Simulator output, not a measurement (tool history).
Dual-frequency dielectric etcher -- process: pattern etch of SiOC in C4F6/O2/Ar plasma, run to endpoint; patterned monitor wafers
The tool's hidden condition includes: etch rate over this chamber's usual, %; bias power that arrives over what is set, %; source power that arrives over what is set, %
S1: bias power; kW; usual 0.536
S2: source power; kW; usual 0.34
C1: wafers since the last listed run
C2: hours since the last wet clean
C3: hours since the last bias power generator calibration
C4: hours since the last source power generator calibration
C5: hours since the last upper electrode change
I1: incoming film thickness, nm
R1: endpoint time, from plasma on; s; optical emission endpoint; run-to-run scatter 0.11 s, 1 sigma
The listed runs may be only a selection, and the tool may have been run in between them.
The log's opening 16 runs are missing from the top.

run	hour	S1	S2	C1	C2	C3	C4	C5	I1	R1
17	180.7	0.627	0.37	241	503.8	3981.7	43.7	4123.1	42.58	12.6
18	191.1	0.536	0.34	222	514.2	3992.1	54.1	4133.5	41.91	13.4
19	199.1	0.536	0.34	171	522.2	4000.1	62.1	4141.5	42.3	13.6
# hour 220.6: bias power generator calibrated
# hour 226.5: wet clean of the chamber
20	227	0.59	0.31	385	0.5	6.4	90	4169.4	42.32	14.1
21	227.3	0.536	0.34	6	0.8	6.7	90.3	4169.7	42.16	13.9
22	236.2	0.645	0.29	190	9.7	15.6	99.2	4178.6	42.4	14.4
# hour 267: upper electrode replaced
23	267.5	0.625	0.39	156	41	46.9	130.5	0.5	42.17	12.7
24	267.8	0.536	0.34	6	41.3	47.2	130.8	0.8	42.05	13.8
25	268.2	0.443	0.34	8	41.7	47.6	131.2	1.2	42.28	14.6
26	277.4	0.578	0.28	196	50.9	56.8	140.4	10.4	42.38	14.8
27	289.1	0.445	0.34	250	62.6	68.5	152.1	22.1	42.14	14.6
28	302.9	0.536	0.39	295	76.4	82.3	165.9	35.9	42.11	13.2
29	317.3	0.465	0.34	308	90.8	96.7	180.3	50.3	42.11	14.3
30	332.4	0.475	0.34	323	105.9	111.8	195.4	65.4	42.69	14.4
31	346.1	0.536	0.34	293	119.6	125.5	209.1	79.1	42.68	13.8
32	362.5	0.64	0.39	351	136	141.9	225.5	95.5	42.12	12.4
33	372.1	0.536	0.37	205	145.6	151.5	235.1	105.1	41.8	13
34	389.3	0.658	0.37	368	162.8	168.7	252.3	122.3	42.33	12.8
35	398.7	0.593	0.38	201	172.2	178.1	261.7	131.7	42.44	12.8

Here are 4 independent what-if runs from the current tool condition. What would each one return?
A	399.1	0.449	0.34	8	172.6	178.5	262.1	132.1	42.5	?
B	399.1	0.618	0.31	8	172.6	178.5	262.1	132.1	42.5	?
C	399.1	0.61	0.28	8	172.6	178.5	262.1	132.1	42.5	?
D	399.1	0.615	0.4	8	172.6	178.5	262.1	132.1	42.5	?

run	R1
A	14.4
B	13.9
C	14.7
D	12.4
With no hidden state in the tool, these same runs would have given:
run	R1
A	14.6
B	14.2
C	15
D	12.6
